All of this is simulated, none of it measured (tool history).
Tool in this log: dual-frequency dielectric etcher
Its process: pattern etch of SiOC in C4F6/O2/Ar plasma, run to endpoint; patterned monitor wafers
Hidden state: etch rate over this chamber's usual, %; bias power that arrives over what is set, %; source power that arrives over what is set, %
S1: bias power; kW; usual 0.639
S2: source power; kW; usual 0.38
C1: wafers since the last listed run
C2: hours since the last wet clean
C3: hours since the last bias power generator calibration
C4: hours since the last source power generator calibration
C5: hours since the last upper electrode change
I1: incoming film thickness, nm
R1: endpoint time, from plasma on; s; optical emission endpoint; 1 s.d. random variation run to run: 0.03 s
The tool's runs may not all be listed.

Run 1, hour 0: usual settings; C1 0; C2 542.6; C3 2991.8; C4 1842.3; C5 2974; I1 31.99. Result: R1 9.7 s.
At hour 86.2: wet clean of the chamber.
Run 2, hour 86.7: usual settings; C1 1252; C2 0.5; C3 3078.5; C4 1929; C5 3060.7; I1 31.98. Result: R1 10.1 s.
Run 3, hour 140.2: usual settings; C1 1068; C2 54; C3 3132; C4 1982.5; C5 3114.2; I1 31.76. Result: R1 10 s.
Run 4, hour 215.4: usual settings; C1 1502; C2 129.2; C3 3207.2; C4 2057.7; C5 3189.4; I1 31.75. Result: R1 9.9 s.
Run 5, hour 260.9: usual settings; C1 908; C2 174.7; C3 3252.7; C4 2103.2; C5 3234.9; I1 32.48. Result: R1 10.1 s.
Run 6, hour 471.4: usual settings; C1 4204; C2 385.2; C3 3463.2; C4 2313.7; C5 3445.4; I1 32.18. Result: R1 10 s.
Run 7, hour 578.2: usual settings; C1 2133; C2 492; C3 3570; C4 2420.5; C5 3552.2; I1 31.69. Result: R1 9.7 s.
At hour 620.8: wet clean of the chamber.
Run 8, hour 674.9: usual settings; C1 1452; C2 54.1; C3 3666.7; C4 2517.2; C5 3648.9; I1 31.79. Result: R1 10 s.
Run 9, hour 759.7: usual settings; C1 1693; C2 138.9; C3 3751.5; C4 2602; C5 3733.7; I1 32.07. Result: R1 10.1 s.
At hour 813.3: upper electrode replaced.
Run 10, hour 823.3: usual settings; C1 790; C2 202.5; C3 3815.1; C4 2665.6; C5 10; I1 31.97. Result: R1 10 s.
At hour 924.1: source power generator calibrated.
Run 11, hour 924.6: usual settings; C1 1943; C2 303.8; C3 3916.4; C4 0.5; C5 111.3; I1 31.82. Result: R1 10 s.
Run 12, hour 1015.7: usual settings but S1 0.483 kW, S2 0.47 kW; C1 1819; C2 394.9; C3 4007.5; C4 91.6; C5 202.4; I1 32.12. Result: R1 10.2 s.
Run 13, hour 1053.8: usual settings; C1 761; C2 433; C3 4045.6; C4 129.7; C5 240.5; I1 32.06. Result: R1 9.9 s.
Run 14, hour 1133.7: usual settings but S1 0.479 kW, S2 0.44 kW; C1 1595; C2 512.9; C3 4125.5; C4 209.6; C5 320.4; I1 31.9. Result: R1 10.3 s.
At hour 1216.3: bias power generator calibrated.
Run 15, hour 1222.1: usual settings but S1 0.79 kW, S2 0.46 kW; C1 1685; C2 601.3; C3 5.8; C4 298; C5 408.8; I1 31.8. Result: R1 8.6 s.
At hour 1326.2: wet clean of the chamber.
Run 16, hour 1326.7: usual settings but S1 0.489 kW, S2 0.31 kW; C1 1609; C2 0.5; C3 110.4; C4 402.6; C5 513.4; I1 31.81. Result: R1 11.6 s.
Run 17, hour 1411.1: usual settings but S1 0.487 kW; C1 1685; C2 84.9; C3 194.8; C4 487; C5 597.8; I1 32.12. Result: R1 11 s.
Run 18, hour 1461.8: usual settings but S1 0.709 kW, S2 0.29 kW; C1 1012; C2 135.6; C3 245.5; C4 537.7; C5 648.5; I1 32.08. Result: R1 10.5 s.
Run 19, hour 1538.3: usual settings; C1 1528; C2 212.1; C3 322; C4 614.2; C5 725; I1 32.16. Result: R1 10.1 s.

Describe how what the log doesn't record of the tool's condition differs between the last listed run preceding each entry between runs and the first listed run following it.
From run 1 to run 2: wet clean of the chamber (hour 86.2)
  etch rate over this chamber's usual, %: 4.08 -> 0.411
  measured less the result without the state, R1: -0.4 -> +0 s
From run 7 to run 8: wet clean of the chamber (hour 620.8)
  etch rate over this chamber's usual, %: 3.4 -> 0.0107
  measured less the result without the state, R1: -0.3 -> +0 s
From run 9 to run 10: upper electrode replaced (hour 813.3)
  etch rate over this chamber's usual, %: 0.526 -> 0.912
  measured less the result without the state, R1: +0 -> -0.1 s
From run 10 to run 11: source power generator calibrated (hour 924.1)
  etch rate over this chamber's usual, %: 0.912 -> 1.53
  measured less the result without the state, R1: -0.1 -> -0.1 s
From run 14 to run 15: bias power generator calibrated (hour 1216.3)
  etch rate over this chamber's usual, %: 2.8 -> 3.34
  measured less the result without the state, R1: -0.3 -> -0.3 s
From run 15 to run 16: wet clean of the chamber (hour 1326.2)
  etch rate over this chamber's usual, %: 3.34 -> -0.181
  measured less the result without the state, R1: -0.3 -> +0 s

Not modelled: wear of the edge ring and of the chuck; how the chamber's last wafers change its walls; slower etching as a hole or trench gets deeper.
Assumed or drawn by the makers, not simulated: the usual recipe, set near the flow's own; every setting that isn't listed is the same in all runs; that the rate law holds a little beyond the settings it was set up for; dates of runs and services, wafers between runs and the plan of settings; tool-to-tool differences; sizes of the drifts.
